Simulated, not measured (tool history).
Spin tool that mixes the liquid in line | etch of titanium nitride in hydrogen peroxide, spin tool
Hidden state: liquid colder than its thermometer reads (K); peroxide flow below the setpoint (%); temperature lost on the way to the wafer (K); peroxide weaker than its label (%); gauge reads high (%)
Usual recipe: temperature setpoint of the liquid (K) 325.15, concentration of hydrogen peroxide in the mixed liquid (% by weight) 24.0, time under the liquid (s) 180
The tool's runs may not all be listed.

run,day,temperature setpoint of the liquid (K),concentration of hydrogen peroxide in the mixed liquid (% by weight),time under the liquid (s),wafers since the last listed run,hours since the thermometer was replaced,hours since the peroxide flow meter was replaced,hours since the heated supply line was repaired,hours since the drum of peroxide was connected,hours since the gauge calibration,"read-back film thickness of the titanium nitride reference wafer, read on the same gauge (nm)",thickness taken off the titanium nitride on a monitor wafer (nm)
1,0.000,325.15,24.0,180,0,2059.6,802.6,1149.9,149.7,95.3,70.02,6.76
2,0.321,325.15,24.0,180,63,2067.3,810.3,1157.6,157.4,103.0,69.99,6.74
3,0.658,325.15,24.0,180,66,2075.4,818.4,1165.7,165.5,111.1,70.00,6.75
4,1.250,325.15,18.5,205,116,2089.6,832.6,1179.9,179.7,125.3,69.96,7.22
5,1.717,325.15,18.5,205,92,2100.8,843.8,1191.1,190.9,136.5,70.01,7.24
6,2.042,325.15,18.5,205,64,2108.6,851.6,1198.9,198.7,144.3,70.02,7.25
7,2.512,325.15,24.0,180,93,2119.9,862.9,1210.2,210.0,155.6,70.04,6.69
# day 3.279: peroxide flow meter replaced
8,4.762,325.15,24.0,150,436,2173.9,35.6,1264.2,264.0,209.6,69.93,5.47
9,5.250,325.15,24.0,285,96,2185.6,47.3,1275.9,275.7,221.3,70.00,10.36
# day 5.450: gauge calibrated
# day 5.629: new drum of peroxide connected
10,5.975,315.65,24.0,110,134,2203.0,64.7,1293.3,8.3,12.6,70.00,1.94
11,6.467,319.15,27.5,250,97,2214.8,76.5,1305.1,20.1,24.4,70.04,5.92
# day 6.796: heated supply line repaired
# day 7.004: thermometer replaced
12,7.158,325.15,24.0,285,120,3.7,93.1,8.7,36.7,41.0,69.99,15.34
13,7.633,332.65,17.5,250,93,15.1,104.5,20.1,48.1,52.4,70.00,21.18
14,8.175,319.15,27.5,250,106,28.1,117.5,33.1,61.1,65.4,70.01,8.87
15,10.196,332.65,21.5,180,399,76.6,166.0,81.6,109.6,113.9,70.01,15.79

Measured less the same run without the tool's hidden state. The same run-to-run variation is in both; the gauge's scatter may not be:
run,thickness taken off the titanium nitride on a monitor wafer (nm)
1,-3.11
2,-3.12
3,-3.15
4,-3.41
5,-3.44
6,-3.46
7,-3.24
8,-2.75
9,-5.26
10,-1.08
11,-3.22
12,-0.31
13,-0.46
14,-0.24
15,-0.58

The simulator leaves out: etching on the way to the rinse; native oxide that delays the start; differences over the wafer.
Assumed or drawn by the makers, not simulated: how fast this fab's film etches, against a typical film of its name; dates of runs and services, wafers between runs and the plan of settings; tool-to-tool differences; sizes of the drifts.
